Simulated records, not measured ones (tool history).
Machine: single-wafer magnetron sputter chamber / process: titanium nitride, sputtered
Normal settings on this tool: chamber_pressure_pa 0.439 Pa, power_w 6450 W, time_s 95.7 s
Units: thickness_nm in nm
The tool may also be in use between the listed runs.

run,hour,chamber_pressure_pa,power_w,time_s,wafers since the last listed run,wafers on the sputter target,hours since the last manometer calibration,hours since the magnet pack was replaced,hours since the gauge calibration,"read-back reference wafer on the same gauge, thickness_nm",thickness_nm
1,0,0.439,6450,95.7,0,1895,1509.9,6182.3,78.8,115.195,100.49
2,11.5,0.316,6450,95.7,169,2064,1521.4,6193.8,90.3,115.09,104.529
3,18,0.439,6450,89.1,95,2160,1527.9,6200.3,96.8,115.003,93.262
4,35.1,0.439,6450,89.1,251,2411,1545,6217.4,113.9,115.038,93.83
5,51.3,0.439,6450,89.1,238,2649,1561.2,6233.6,130.1,115.023,93.654
6,59.1,0.439,6450,106.2,114,2764,1569,6241.4,137.9,114.929,110.987
7,75.5,0.439,6450,95.7,241,3005,1585.4,6257.8,154.3,114.977,101.03
8,83.7,0.559,6450,104.7,120,3126,1593.6,6266,162.5,115.019,106.51
# hour 93: capacitance manometer re-zeroed and calibrated
9,95.7,0.559,6450,104.7,58,3185,2.7,6278,174.5,115.172,106.412
# hour 112.7: magnet pack replaced
10,113.2,0.439,6450,95.7,139,3325,20.2,0.5,192,115.03,99.514
# hour 119.8: gauge calibrated
11,123.5,0.559,6450,104.7,151,3476,30.5,10.8,3.7,114.941,105.126
12,137.8,0.439,7800,108.6,210,3686,44.8,25.1,18,114.939,137.368
13,155,0.335,5500,104.9,252,3939,62,42.3,35.2,115.083,96.239
14,161.7,0.439,5550,95.7,98,4038,68.7,49,41.9,114.9,85.708
15,175.5,0.549,6450,95.7,202,4241,82.5,62.8,55.7,115.116,95.928
16,182.5,0.505,7050,102.5,102,4344,89.5,69.8,62.7,115.111,114.325
17,200.2,0.576,4850,106.8,260,4604,107.2,87.5,80.4,115.029,80.089
# hour 217.1: sputter target and shields replaced
18,217.6,0.439,6450,95.7,138,6,124.6,104.9,97.8,115.003,104.478
19,228.4,0.611,7700,109.6,158,165,135.4,115.7,108.6,114.879,134.099
20,241.6,0.439,5550,113.8,194,359,148.6,128.9,121.8,114.929,104.87
21,273.9,0.439,6450,95.7,475,834,180.9,161.2,154.1,114.876,102.274

Measured minus without-hidden-state, run by run (identical run-to-run variation in each term; gauge scatter may differ):
Hidden conditions of the tool in this case: deposition rate above that of a new target (%); true argon pressure above the setpoint (%); gauge reads high (%).
run,thickness_nm
1,-3.4
2,-3.691
3,-3.364
4,-3.554
5,-3.685
6,-4.437
7,-4.159
8,-4.44
9,-4.511
10,-4.307
11,-4.598
12,-6.086
13,-4.321
14,-3.866
15,-4.363
16,-5.22
17,-3.689
18,-0.046
19,-0.656
20,-1.026
21,-2.005

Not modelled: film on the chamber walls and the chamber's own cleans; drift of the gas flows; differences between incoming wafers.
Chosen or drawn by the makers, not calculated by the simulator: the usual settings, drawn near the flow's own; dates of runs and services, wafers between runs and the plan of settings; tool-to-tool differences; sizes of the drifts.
